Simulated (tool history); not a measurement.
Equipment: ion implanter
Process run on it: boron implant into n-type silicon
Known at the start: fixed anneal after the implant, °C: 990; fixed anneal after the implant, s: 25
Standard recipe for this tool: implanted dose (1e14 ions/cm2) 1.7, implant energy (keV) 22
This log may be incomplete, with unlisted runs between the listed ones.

run     day  implanted dose (1e14 ions/cm2)  implant energy (keV)  read-back reference wafer on the same gauge, sheet resistance  sheet resistance of the implanted and annealed layer (ohm/square)
  1       0                             1.7                    22                                                         485.44                                                             497.22
  2   0.608                             1.7                    22                                                         485.13                                                             497.63
  3   0.879                             1.7                    22                                                         485.07                                                             497.57
  4   1.217                             1.7                  18.5                                                         485.29                                                             510.04
  5   1.608                             1.7                    22                                                         485.13                                                             497.51
  6   2.104                             1.7                    22                                                         485.21                                                             497.09
  7   2.392                             1.7                    22                                                         484.75                                                             498.32
  8   2.929                            1.93                    22                                                         485.07                                                             451.11
  9   3.592                            1.93                    22                                                         485.33                                                             451.16
 10   4.017                            1.93                    22                                                         484.89                                                             450.92
 11   4.346                             1.7                    22                                                         485.05                                                             497.44
 12   4.983                             1.7                    22                                                         484.88                                                             496.39
 13     5.5                             1.7                    22                                                         485.04                                                             496.07
 14   5.921                             1.7                    22                                                         485.32                                                             496.03
      6.262  -- extraction supply calibrated
 15   6.371                            2.14                    22                                                          485.1                                                             414.39
 16   6.812                            1.86                  16.5                                                         485.15                                                                479
 17   7.146                             1.7                  27.5                                                         484.83                                                             480.01
 18   7.696                            1.87                    22                                                         484.93                                                             459.93
 19   8.162                            1.93                    22                                                         484.63                                                             447.99
 20   8.879                            1.83                    15                                                         484.84                                                             491.81
 21   9.233                            1.88                  24.5                                                         485.04                                                             449.65
 22   9.892                            1.25                    25                                                            485                                                             610.37
     11.517  -- Faraday cup replaced and dose calibrated
 23  12.083                             1.7                    15                                                         485.17                                                             536.99
 24    12.7                             1.7                    26                                                         484.91                                                              498.1
     13.108  -- gauge calibrated
 25  13.283                             1.7                    22                                                         485.12                                                             510.34
 26  13.762                             1.3                    22                                                         484.92                                                             625.48
 27  14.838                             1.7                    22                                                         485.06                                                             509.17
 28  15.096                            1.94                  27.5                                                         484.69                                                             447.93
 29  15.462                            1.83                  25.5                                                         485.02                                                             473.37
 30  15.917                            2.21                    26                                                         484.96                                                             408.79
 31  16.292                            1.24                    22                                                         485.28                                                             648.27
 32  16.562                             1.7                    22                                                         485.08                                                             511.15
 33    17.3                            1.25                    22                                                         484.94                                                             644.02
 34  17.717                            1.37                  15.5                                                         485.06                                                             635.78
 35  18.167                             1.7                    27                                                         484.85                                                             495.01
 36  18.758                            1.51                  15.5                                                         484.82                                                             587.59
 37  19.308                            2.08                  26.5                                                         484.96                                                             425.78

Some steps in sheet resistance of the implanted and annealed layer (ohm/square), run to run, broken into two amounts with sign: the step expected even without the hidden condition (settings, incoming material, random variation), and the rest, left for the hidden condition together with whatever gauge scatter is not in both the measured and the hidden-condition-free result:
Hidden conditions of the tool in this case: deviation of the true dose from the Faraday cup's reading, %; deviation of the true energy from its setpoint, %; gauge reads high (%).
Run 15 -> 16: implanted dose (1e14 ions/cm2) 2.14 -> 1.86, implant energy (keV) 22 -> 16.5. sheet resistance of the implanted and annealed layer (ohm/square) +64.61: hidden state -1.84, all else +66.45.
Run 21 -> 22: implanted dose (1e14 ions/cm2) 1.88 -> 1.25, implant energy (keV) 24.5 -> 25. sheet resistance of the implanted and annealed layer (ohm/square) +160.72: hidden state -3.76, all else +164.48.
Run 22 -> 23: implanted dose (1e14 ions/cm2) 1.25 -> 1.7, implant energy (keV) 25 -> 15, Faraday cup replaced and dose calibrated. sheet resistance of the implanted and annealed layer (ohm/square) -73.38: hidden state +18.97, all else -92.35.
Run 30 -> 31: implanted dose (1e14 ions/cm2) 2.21 -> 1.24, implant energy (keV) 26 -> 22. sheet resistance of the implanted and annealed layer (ohm/square) +239.48: hidden state +1.75, all else +237.73.
Run 36 -> 37: implanted dose (1e14 ions/cm2) 1.51 -> 2.08, implant energy (keV) 15.5 -> 26.5. sheet resistance of the implanted and annealed layer (ohm/square) -161.81: hidden state -1.41, all else -160.4.

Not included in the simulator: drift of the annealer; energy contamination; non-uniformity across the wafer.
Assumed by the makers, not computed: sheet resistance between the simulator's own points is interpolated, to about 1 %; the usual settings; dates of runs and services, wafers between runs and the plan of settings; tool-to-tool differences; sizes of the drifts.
